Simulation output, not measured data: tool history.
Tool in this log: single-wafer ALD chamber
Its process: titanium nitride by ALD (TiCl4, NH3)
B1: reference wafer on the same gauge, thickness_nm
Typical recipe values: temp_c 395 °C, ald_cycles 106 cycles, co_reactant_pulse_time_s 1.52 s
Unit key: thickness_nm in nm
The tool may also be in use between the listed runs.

run 1 hour=0.0 | temp_c=395 ald_cycles=106 co_reactant_pulse_time_s=1.52 | B1=2.887 | thickness_nm=2.474
run 2 hour=31.8 | temp_c=395 ald_cycles=106 co_reactant_pulse_time_s=1.52 | B1=2.886 | thickness_nm=2.464
run 3 hour=87.5 | temp_c=395 ald_cycles=106 co_reactant_pulse_time_s=1.52 | B1=2.892 | thickness_nm=2.465
run 4 hour=136.1 | temp_c=395 ald_cycles=106 co_reactant_pulse_time_s=1.52 | B1=2.894 | thickness_nm=2.469
-- hour=159.6 gauge calibrated
run 5 hour=186.7 | temp_c=395 ald_cycles=106 co_reactant_pulse_time_s=1.52 | B1=2.823 | thickness_nm=2.414
run 6 hour=227.3 | temp_c=395 ald_cycles=106 co_reactant_pulse_time_s=1.52 | B1=2.825 | thickness_nm=2.410
run 7 hour=404.2 | temp_c=395 ald_cycles=106 co_reactant_pulse_time_s=1.52 | B1=2.833 | thickness_nm=2.416
run 8 hour=431.6 | temp_c=395 ald_cycles=106 co_reactant_pulse_time_s=1.52 | B1=2.834 | thickness_nm=2.416
run 9 hour=465.1 | temp_c=395 ald_cycles=106 co_reactant_pulse_time_s=1.52 | B1=2.837 | thickness_nm=2.420
run 10 hour=527.7 | temp_c=395 ald_cycles=101 co_reactant_pulse_time_s=1.52 | B1=2.839 | thickness_nm=2.310
run 11 hour=585.3 | temp_c=395 ald_cycles=106 co_reactant_pulse_time_s=1.52 | B1=2.841 | thickness_nm=2.437
run 12 hour=617.4 | temp_c=395 ald_cycles=106 co_reactant_pulse_time_s=1.52 | B1=2.843 | thickness_nm=2.424
run 13 hour=651.5 | temp_c=385 ald_cycles=106 co_reactant_pulse_time_s=1.52 | B1=2.845 | thickness_nm=2.400
run 14 hour=719.6 | temp_c=395 ald_cycles=106 co_reactant_pulse_time_s=1.52 | B1=2.849 | thickness_nm=2.438
run 15 hour=782.3 | temp_c=395 ald_cycles=122 co_reactant_pulse_time_s=1.05 | B1=2.852 | thickness_nm=2.752
run 16 hour=831.8 | temp_c=395 ald_cycles=122 co_reactant_pulse_time_s=1.05 | B1=2.852 | thickness_nm=2.734
run 17 hour=885.9 | temp_c=395 ald_cycles=106 co_reactant_pulse_time_s=1.52 | B1=2.857 | thickness_nm=2.449
run 18 hour=929.0 | temp_c=395 ald_cycles=106 co_reactant_pulse_time_s=1.52 | B1=2.859 | thickness_nm=2.449
run 19 hour=974.5 | temp_c=395 ald_cycles=106 co_reactant_pulse_time_s=1.52 | B1=2.859 | thickness_nm=2.441
run 20 hour=1012.6 | temp_c=406 ald_cycles=106 co_reactant_pulse_time_s=1.52 | B1=2.862 | thickness_nm=2.464
run 21 hour=1055.6 | temp_c=383 ald_cycles=116 co_reactant_pulse_time_s=1.36 | B1=2.863 | thickness_nm=2.620
run 22 hour=1127.0 | temp_c=403 ald_cycles=120 co_reactant_pulse_time_s=1.68 | B1=2.867 | thickness_nm=2.805
-- hour=1233.4 thermocouple changed; heater temperature recalibrated
run 23 hour=1315.3 | temp_c=395 ald_cycles=95 co_reactant_pulse_time_s=1.06 | B1=2.877 | thickness_nm=2.155
run 24 hour=1381.5 | temp_c=387 ald_cycles=100 co_reactant_pulse_time_s=1.68 | B1=2.879 | thickness_nm=2.300
run 25 hour=1414.4 | temp_c=395 ald_cycles=87 co_reactant_pulse_time_s=1.80 | B1=2.881 | thickness_nm=2.034
-- hour=1433.3 showerhead replaced
run 26 hour=1486.1 | temp_c=407 ald_cycles=106 co_reactant_pulse_time_s=1.52 | B1=2.884 | thickness_nm=2.485
run 27 hour=1513.2 | temp_c=395 ald_cycles=106 co_reactant_pulse_time_s=1.52 | B1=2.885 | thickness_nm=2.456
run 28 hour=1548.3 | temp_c=388 ald_cycles=106 co_reactant_pulse_time_s=2.00 | B1=2.888 | thickness_nm=2.473
-- hour=1606.4 gauge calibrated
run 29 hour=1614.0 | temp_c=395 ald_cycles=106 co_reactant_pulse_time_s=1.52 | B1=2.812 | thickness_nm=2.401
run 30 hour=1648.6 | temp_c=403 ald_cycles=93 co_reactant_pulse_time_s=2.04 | B1=2.813 | thickness_nm=2.151
run 31 hour=1693.3 | temp_c=395 ald_cycles=106 co_reactant_pulse_time_s=1.52 | B1=2.815 | thickness_nm=2.406
run 32 hour=1827.0 | temp_c=395 ald_cycles=101 co_reactant_pulse_time_s=1.52 | B1=2.822 | thickness_nm=2.294
run 33 hour=1893.4 | temp_c=389 ald_cycles=125 co_reactant_pulse_time_s=1.08 | B1=2.826 | thickness_nm=2.769
run 34 hour=1941.5 | temp_c=386 ald_cycles=90 co_reactant_pulse_time_s=0.95 | B1=2.827 | thickness_nm=1.978
run 35 hour=1966.5 | temp_c=383 ald_cycles=87 co_reactant_pulse_time_s=2.03 | B1=2.830 | thickness_nm=1.986
run 36 hour=2005.5 | temp_c=390 ald_cycles=117 co_reactant_pulse_time_s=1.71 | B1=2.831 | thickness_nm=2.658

Run 37 has not been measured yet. What should we expect?
run 37 hour=2047.9 | temp_c=387 ald_cycles=93 co_reactant_pulse_time_s=1.94 | B1=? | thickness_nm=?

{"run 37": {"B1": 2.832, "thickness_nm": 2.129}}
Without the tool's hidden state the same run would have given thickness_nm 2.119 nm.

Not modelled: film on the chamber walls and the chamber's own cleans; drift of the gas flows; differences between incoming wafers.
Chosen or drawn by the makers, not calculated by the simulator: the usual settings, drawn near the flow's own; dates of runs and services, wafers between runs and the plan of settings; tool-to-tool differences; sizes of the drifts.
